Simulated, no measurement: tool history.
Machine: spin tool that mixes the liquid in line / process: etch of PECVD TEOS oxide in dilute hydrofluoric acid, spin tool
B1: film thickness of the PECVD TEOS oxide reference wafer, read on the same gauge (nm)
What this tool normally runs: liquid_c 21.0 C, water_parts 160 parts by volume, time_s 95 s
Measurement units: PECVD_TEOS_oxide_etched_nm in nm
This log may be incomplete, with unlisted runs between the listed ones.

{"run": 1, "hour": 0.0, "liquid_c": 21.0, "water_parts": 105, "time_s": 95, "B1": 110.02, "PECVD_TEOS_oxide_etched_nm": 21.13}
{"run": 2, "hour": 71.0, "liquid_c": 21.0, "water_parts": 160, "time_s": 95, "B1": 110.01, "PECVD_TEOS_oxide_etched_nm": 13.19}
{"hour": 207.6, "done": "hydrofluoric acid flow meter replaced"}
{"hour": 221.3, "done": "gauge calibrated"}
{"run": 3, "hour": 227.9, "liquid_c": 21.0, "water_parts": 160, "time_s": 95, "B1": 110.0, "PECVD_TEOS_oxide_etched_nm": 13.92}
{"run": 4, "hour": 435.0, "liquid_c": 21.0, "water_parts": 160, "time_s": 95, "B1": 110.0, "PECVD_TEOS_oxide_etched_nm": 13.99}
{"run": 5, "hour": 461.8, "liquid_c": 24.5, "water_parts": 160, "time_s": 95, "B1": 110.01, "PECVD_TEOS_oxide_etched_nm": 16.0}
{"run": 6, "hour": 490.5, "liquid_c": 24.5, "water_parts": 160, "time_s": 95, "B1": 109.99, "PECVD_TEOS_oxide_etched_nm": 16.04}
{"run": 7, "hour": 554.7, "liquid_c": 21.0, "water_parts": 160, "time_s": 95, "B1": 110.01, "PECVD_TEOS_oxide_etched_nm": 14.05}
{"run": 8, "hour": 590.0, "liquid_c": 21.0, "water_parts": 160, "time_s": 95, "B1": 109.99, "PECVD_TEOS_oxide_etched_nm": 14.11}
{"run": 9, "hour": 660.2, "liquid_c": 19.5, "water_parts": 205, "time_s": 140, "B1": 110.02, "PECVD_TEOS_oxide_etched_nm": 14.88}
{"run": 10, "hour": 726.5, "liquid_c": 21.0, "water_parts": 160, "time_s": 95, "B1": 110.01, "PECVD_TEOS_oxide_etched_nm": 14.4}
{"hour": 731.8, "done": "thermometer replaced"}
{"run": 11, "hour": 754.2, "liquid_c": 21.0, "water_parts": 195, "time_s": 125, "B1": 110.02, "PECVD_TEOS_oxide_etched_nm": 14.81}
{"run": 12, "hour": 825.0, "liquid_c": 21.0, "water_parts": 160, "time_s": 95, "B1": 110.01, "PECVD_TEOS_oxide_etched_nm": 14.21}
{"hour": 894.3, "done": "hydrofluoric acid flow meter replaced, repeated, since the last time left the tool worse"}
{"run": 13, "hour": 985.3, "liquid_c": 17.0, "water_parts": 160, "time_s": 95, "B1": 109.96, "PECVD_TEOS_oxide_etched_nm": 10.29}
{"run": 14, "hour": 1049.9, "liquid_c": 21.0, "water_parts": 115, "time_s": 115, "B1": 109.99, "PECVD_TEOS_oxide_etched_nm": 21.5}
{"run": 15, "hour": 1098.0, "liquid_c": 21.0, "water_parts": 110, "time_s": 95, "B1": 109.96, "PECVD_TEOS_oxide_etched_nm": 18.62}
{"run": 16, "hour": 1162.1, "liquid_c": 23.0, "water_parts": 130, "time_s": 95, "B1": 110.02, "PECVD_TEOS_oxide_etched_nm": 16.9}
{"run": 17, "hour": 1196.5, "liquid_c": 25.5, "water_parts": 180, "time_s": 45, "B1": 110.01, "PECVD_TEOS_oxide_etched_nm": 5.96}
{"run": 18, "hour": 1248.4, "liquid_c": 21.0, "water_parts": 210, "time_s": 125, "B1": 110.0, "PECVD_TEOS_oxide_etched_nm": 11.68}
{"run": 19, "hour": 1434.3, "liquid_c": 21.0, "water_parts": 160, "time_s": 95, "B1": 110.03, "PECVD_TEOS_oxide_etched_nm": 12.36}
{"run": 20, "hour": 1490.9, "liquid_c": 18.5, "water_parts": 95, "time_s": 55, "B1": 109.99, "PECVD_TEOS_oxide_etched_nm": 11.66}
{"run": 21, "hour": 1676.6, "liquid_c": 21.0, "water_parts": 160, "time_s": 95, "B1": 109.98, "PECVD_TEOS_oxide_etched_nm": 12.53}
{"run": 22, "hour": 1732.7, "liquid_c": 22.5, "water_parts": 215, "time_s": 60, "B1": 109.99, "PECVD_TEOS_oxide_etched_nm": 5.92}
{"run": 23, "hour": 1794.1, "liquid_c": 21.0, "water_parts": 80, "time_s": 95, "B1": 109.99, "PECVD_TEOS_oxide_etched_nm": 27.82}
{"run": 24, "hour": 1846.5, "liquid_c": 21.0, "water_parts": 160, "time_s": 95, "B1": 110.0, "PECVD_TEOS_oxide_etched_nm": 12.5}
{"run": 25, "hour": 1901.3, "liquid_c": 19.0, "water_parts": 160, "time_s": 135, "B1": 109.95, "PECVD_TEOS_oxide_etched_nm": 16.55}
{"run": 26, "hour": 1931.1, "liquid_c": 21.0, "water_parts": 115, "time_s": 115, "B1": 109.97, "PECVD_TEOS_oxide_etched_nm": 22.37}
{"run": 27, "hour": 2076.7, "liquid_c": 17.5, "water_parts": 225, "time_s": 130, "B1": 109.97, "PECVD_TEOS_oxide_etched_nm": 10.14}
{"run": 28, "hour": 2139.4, "liquid_c": 22.5, "water_parts": 125, "time_s": 65, "B1": 110.04, "PECVD_TEOS_oxide_etched_nm": 12.26}
{"run": 29, "hour": 2185.7, "liquid_c": 17.0, "water_parts": 160, "time_s": 145, "B1": 110.02, "PECVD_TEOS_oxide_etched_nm": 16.46}
{"run": 30, "hour": 2244.8, "liquid_c": 25.5, "water_parts": 100, "time_s": 125, "B1": 110.03, "PECVD_TEOS_oxide_etched_nm": 34.06}
{"run": 31, "hour": 2281.1, "liquid_c": 17.0, "water_parts": 160, "time_s": 145, "B1": 109.96, "PECVD_TEOS_oxide_etched_nm": 16.69}
{"run": 32, "hour": 2340.0, "liquid_c": 18.5, "water_parts": 200, "time_s": 115, "B1": 109.96, "PECVD_TEOS_oxide_etched_nm": 10.81}

Consider 5 possible next runs. They are alternatives, not a sequence: every one starts from the tool as it was left by run 32. What does each give?
{"run": "A", "hour": 2340.4, "liquid_c": 21.0, "water_parts": 160, "time_s": 50, "B1": "?", "PECVD_TEOS_oxide_etched_nm": "?"}
{"run": "B", "hour": 2340.4, "liquid_c": 26.0, "water_parts": 125, "time_s": 95, "B1": "?", "PECVD_TEOS_oxide_etched_nm": "?"}
{"run": "C", "hour": 2340.4, "liquid_c": 21.0, "water_parts": 185, "time_s": 65, "B1": "?", "PECVD_TEOS_oxide_etched_nm": "?"}
{"run": "D", "hour": 2340.4, "liquid_c": 21.0, "water_parts": 80, "time_s": 120, "B1": "?", "PECVD_TEOS_oxide_etched_nm": "?"}
{"run": "E", "hour": 2340.4, "liquid_c": 22.5, "water_parts": 215, "time_s": 135, "B1": "?", "PECVD_TEOS_oxide_etched_nm": "?"}

run=A B1=110.00 PECVD_TEOS_oxide_etched_nm=6.74
run=B B1=110.00 PECVD_TEOS_oxide_etched_nm=20.69
run=C B1=110.00 PECVD_TEOS_oxide_etched_nm=7.40
run=D B1=110.00 PECVD_TEOS_oxide_etched_nm=35.25
run=E B1=110.00 PECVD_TEOS_oxide_etched_nm=13.59
Take away the tool's hidden state, keep each run's random variation, and the runs would have read:
run=A PECVD_TEOS_oxide_etched_nm=6.34
run=B PECVD_TEOS_oxide_etched_nm=19.47
run=C PECVD_TEOS_oxide_etched_nm=6.95
run=D PECVD_TEOS_oxide_etched_nm=33.26
run=E PECVD_TEOS_oxide_etched_nm=12.74
